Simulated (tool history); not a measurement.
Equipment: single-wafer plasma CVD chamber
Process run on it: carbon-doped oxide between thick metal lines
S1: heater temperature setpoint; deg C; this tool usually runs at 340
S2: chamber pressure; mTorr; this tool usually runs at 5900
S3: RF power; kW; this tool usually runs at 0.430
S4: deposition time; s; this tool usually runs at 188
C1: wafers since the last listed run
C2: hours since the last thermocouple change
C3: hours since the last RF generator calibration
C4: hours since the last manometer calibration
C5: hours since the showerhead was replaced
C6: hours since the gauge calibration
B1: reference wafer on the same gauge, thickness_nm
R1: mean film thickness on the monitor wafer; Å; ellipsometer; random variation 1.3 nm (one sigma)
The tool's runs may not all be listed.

run,day,S1,S2,S3,S4,C1,C2,C3,C4,C5,C6,B1,R1
1,0.000,340,6860,0.430,188,0,2914.8,1220.3,1332.2,6483.2,20.0,1010.569,8686.37
2,1.171,340,5900,0.430,188,311,2942.9,1248.4,1360.3,6511.3,48.1,1011.105,8531.22
3,2.554,340,5900,0.430,188,367,2976.1,1281.6,1393.5,6544.5,81.3,1011.132,8534.15
4,3.846,340,5900,0.430,188,343,3007.1,1312.6,1424.5,6575.5,112.3,1011.269,8524.89
5,4.758,340,5900,0.430,170,242,3029.0,1334.5,1446.4,6597.4,134.2,1010.765,7703.56
# day 5.317: RF generator calibrated
# day 6.075: showerhead replaced
6,6.088,340,5900,0.430,188,176,3060.9,18.5,1478.3,0.3,166.1,1011.413,8876.95
# day 6.292: gauge calibrated
# day 6.892: thermocouple changed; heater temperature recalibrated
# day 7.312: capacitance manometer re-zeroed and calibrated
7,7.538,340,5900,0.430,188,208,15.5,53.3,5.4,35.1,29.9,1011.040,8849.11
8,8.758,333,5180,0.460,188,324,44.8,82.6,34.7,64.4,59.2,1011.094,9211.33
9,9.604,334,5900,0.430,171,224,65.1,102.9,55.0,84.7,79.5,1011.271,8160.95
10,10.104,340,5900,0.430,209,132,77.1,114.9,67.0,96.7,91.5,1011.091,9811.27
11,10.854,340,5900,0.430,188,199,95.1,132.9,85.0,114.7,109.5,1010.757,8785.44
12,11.579,340,5900,0.430,188,192,112.5,150.3,102.4,132.1,126.9,1011.207,8810.22
13,12.600,340,5900,0.430,210,271,137.0,174.8,126.9,156.6,151.4,1011.135,9814.03
# day 13.125: gauge calibrated
14,13.596,340,7270,0.430,165,264,160.9,198.7,150.8,180.5,11.3,1010.957,7904.86

Consider 5 possible next runs. They are alternatives, not a sequence: every one starts from the tool as it was left by run 14. What does each give?
A,13.617,340,5060,0.430,188,5,161.4,199.2,151.3,181.0,11.8,?,?
B,13.617,340,5900,0.430,220,5,161.4,199.2,151.3,181.0,11.8,?,?
C,13.617,340,6970,0.385,188,5,161.4,199.2,151.3,181.0,11.8,?,?
D,13.617,340,5900,0.355,206,5,161.4,199.2,151.3,181.0,11.8,?,?
E,13.617,340,5900,0.430,171,5,161.4,199.2,151.3,181.0,11.8,?,?

run,B1,R1
A,1011.165,8581.11
B,1011.165,10277.68
C,1011.165,8354.21
D,1011.165,8541.41
E,1011.165,7994.18
The same runs, with their run-to-run variation unchanged, on a tool lacking any hidden condition would have given:
run,R1
A,8688.24
B,10406.00
C,8458.51
D,8652.75
E,8093.99

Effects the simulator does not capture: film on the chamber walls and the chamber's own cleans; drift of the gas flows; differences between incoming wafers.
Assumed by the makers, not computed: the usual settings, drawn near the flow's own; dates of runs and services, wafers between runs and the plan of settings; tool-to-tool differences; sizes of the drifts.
